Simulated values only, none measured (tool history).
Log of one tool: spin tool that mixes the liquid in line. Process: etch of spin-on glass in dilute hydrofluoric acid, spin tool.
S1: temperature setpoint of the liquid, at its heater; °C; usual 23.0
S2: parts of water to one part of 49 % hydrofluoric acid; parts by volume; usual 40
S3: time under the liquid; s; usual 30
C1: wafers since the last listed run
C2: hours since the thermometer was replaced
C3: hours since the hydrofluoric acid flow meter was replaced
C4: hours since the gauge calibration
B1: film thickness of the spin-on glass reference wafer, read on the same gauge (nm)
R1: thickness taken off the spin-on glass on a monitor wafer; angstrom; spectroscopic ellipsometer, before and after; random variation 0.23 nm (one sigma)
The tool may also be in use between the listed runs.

{"run": 1, "day": 0.0, "S1": 23.0, "S2": 35, "S3": 30, "C1": 0, "C2": 2039.2, "C3": 796.6, "C4": 823.1, "B1": 69.99, "R1": 359.3}
{"run": 2, "day": 5.575, "S1": 23.0, "S2": 35, "S3": 30, "C1": 1569, "C2": 2173.0, "C3": 930.4, "C4": 956.9, "B1": 69.99, "R1": 357.5}
{"run": 3, "day": 8.108, "S1": 23.0, "S2": 40, "S3": 30, "C1": 713, "C2": 2233.8, "C3": 991.2, "C4": 1017.7, "B1": 70.01, "R1": 311.8}
{"run": 4, "day": 10.988, "S1": 23.0, "S2": 40, "S3": 30, "C1": 810, "C2": 2302.9, "C3": 1060.3, "C4": 1086.8, "B1": 69.98, "R1": 303.6}
{"run": 5, "day": 13.912, "S1": 23.0, "S2": 40, "S3": 30, "C1": 823, "C2": 2373.1, "C3": 1130.5, "C4": 1157.0, "B1": 69.99, "R1": 309.4}
{"run": 6, "day": 16.808, "S1": 23.0, "S2": 40, "S3": 30, "C1": 815, "C2": 2442.6, "C3": 1200.0, "C4": 1226.5, "B1": 69.96, "R1": 310.9}
{"day": 18.188, "done": "gauge calibrated"}
{"run": 7, "day": 18.908, "S1": 23.0, "S2": 40, "S3": 40, "C1": 591, "C2": 2493.0, "C3": 1250.4, "C4": 17.3, "B1": 70.0, "R1": 413.1}
{"run": 8, "day": 21.171, "S1": 23.0, "S2": 40, "S3": 40, "C1": 636, "C2": 2547.3, "C3": 1304.7, "C4": 71.6, "B1": 70.02, "R1": 409.5}
{"day": 23.117, "done": "thermometer replaced"}
{"run": 9, "day": 23.204, "S1": 23.0, "S2": 40, "S3": 40, "C1": 560, "C2": 2.1, "C3": 1353.5, "C4": 120.4, "B1": 70.0, "R1": 412.5}
{"day": 23.775, "done": "hydrofluoric acid flow meter replaced"}
{"run": 10, "day": 24.558, "S1": 23.0, "S2": 40, "S3": 35, "C1": 369, "C2": 34.6, "C3": 18.8, "C4": 152.9, "B1": 70.0, "R1": 359.6}
{"run": 11, "day": 27.321, "S1": 23.0, "S2": 40, "S3": 35, "C1": 777, "C2": 100.9, "C3": 85.1, "C4": 219.2, "B1": 70.0, "R1": 355.8}
{"run": 12, "day": 29.417, "S1": 21.0, "S2": 55, "S3": 30, "C1": 589, "C2": 151.2, "C3": 135.4, "C4": 269.5, "B1": 70.03, "R1": 199.6}
{"run": 13, "day": 31.608, "S1": 20.0, "S2": 20, "S3": 15, "C1": 616, "C2": 203.8, "C3": 188.0, "C4": 322.1, "B1": 70.0, "R1": 280.3}
{"run": 14, "day": 33.388, "S1": 26.0, "S2": 40, "S3": 30, "C1": 500, "C2": 246.5, "C3": 230.7, "C4": 364.8, "B1": 70.03, "R1": 356.6}
{"run": 15, "day": 34.979, "S1": 26.5, "S2": 40, "S3": 30, "C1": 448, "C2": 284.7, "C3": 268.9, "C4": 403.0, "B1": 70.03, "R1": 353.4}
{"run": 16, "day": 37.033, "S1": 25.0, "S2": 40, "S3": 20, "C1": 578, "C2": 334.0, "C3": 318.2, "C4": 452.3, "B1": 70.01, "R1": 225.6}
{"run": 17, "day": 39.408, "S1": 23.0, "S2": 40, "S3": 30, "C1": 668, "C2": 391.0, "C3": 375.2, "C4": 509.3, "B1": 70.02, "R1": 307.8}
{"run": 18, "day": 46.108, "S1": 23.0, "S2": 40, "S3": 30, "C1": 1886, "C2": 551.8, "C3": 536.0, "C4": 670.1, "B1": 69.99, "R1": 307.3}
{"run": 19, "day": 47.229, "S1": 28.0, "S2": 30, "S3": 35, "C1": 315, "C2": 578.7, "C3": 562.9, "C4": 697.0, "B1": 70.0, "R1": 598.8}
{"run": 20, "day": 49.75, "S1": 28.0, "S2": 20, "S3": 50, "C1": 709, "C2": 639.2, "C3": 623.4, "C4": 757.5, "B1": 70.01, "R1": 1293.0}
{"run": 21, "day": 50.762, "S1": 23.0, "S2": 40, "S3": 30, "C1": 285, "C2": 663.5, "C3": 647.7, "C4": 781.8, "B1": 69.99, "R1": 305.0}
{"run": 22, "day": 52.425, "S1": 27.0, "S2": 25, "S3": 20, "C1": 467, "C2": 703.4, "C3": 687.6, "C4": 821.7, "B1": 69.99, "R1": 394.9}
{"run": 23, "day": 53.508, "S1": 23.0, "S2": 40, "S3": 30, "C1": 304, "C2": 729.4, "C3": 713.6, "C4": 847.7, "B1": 70.01, "R1": 311.3}

Forecast each of these 5 alternatives for the next run:
{"run": "A", "day": 53.525, "S1": 20.0, "S2": 40, "S3": 30, "C1": 4, "C2": 729.8, "C3": 714.0, "C4": 848.1, "B1": "?", "R1": "?"}
{"run": "B", "day": 53.525, "S1": 26.5, "S2": 30, "S3": 15, "C1": 4, "C2": 729.8, "C3": 714.0, "C4": 848.1, "B1": "?", "R1": "?"}
{"run": "C", "day": 53.525, "S1": 25.5, "S2": 40, "S3": 30, "C1": 4, "C2": 729.8, "C3": 714.0, "C4": 848.1, "B1": "?", "R1": "?"}
{"run": "D", "day": 53.525, "S1": 23.0, "S2": 55, "S3": 30, "C1": 4, "C2": 729.8, "C3": 714.0, "C4": 848.1, "B1": "?", "R1": "?"}
{"run": "E", "day": 53.525, "S1": 23.0, "S2": 45, "S3": 25, "C1": 4, "C2": 729.8, "C3": 714.0, "C4": 848.1, "B1": "?", "R1": "?"}

run=A B1=69.98 R1=273.8
run=B B1=69.98 R1=242.9
run=C B1=69.98 R1=344.8
run=D B1=69.98 R1=221.7
run=E B1=69.98 R1=228.8
Without the tool's hidden state the same runs would have given:
run=A R1=273.8
run=B R1=242.9
run=C R1=344.8
run=D R1=221.7
run=E R1=228.8
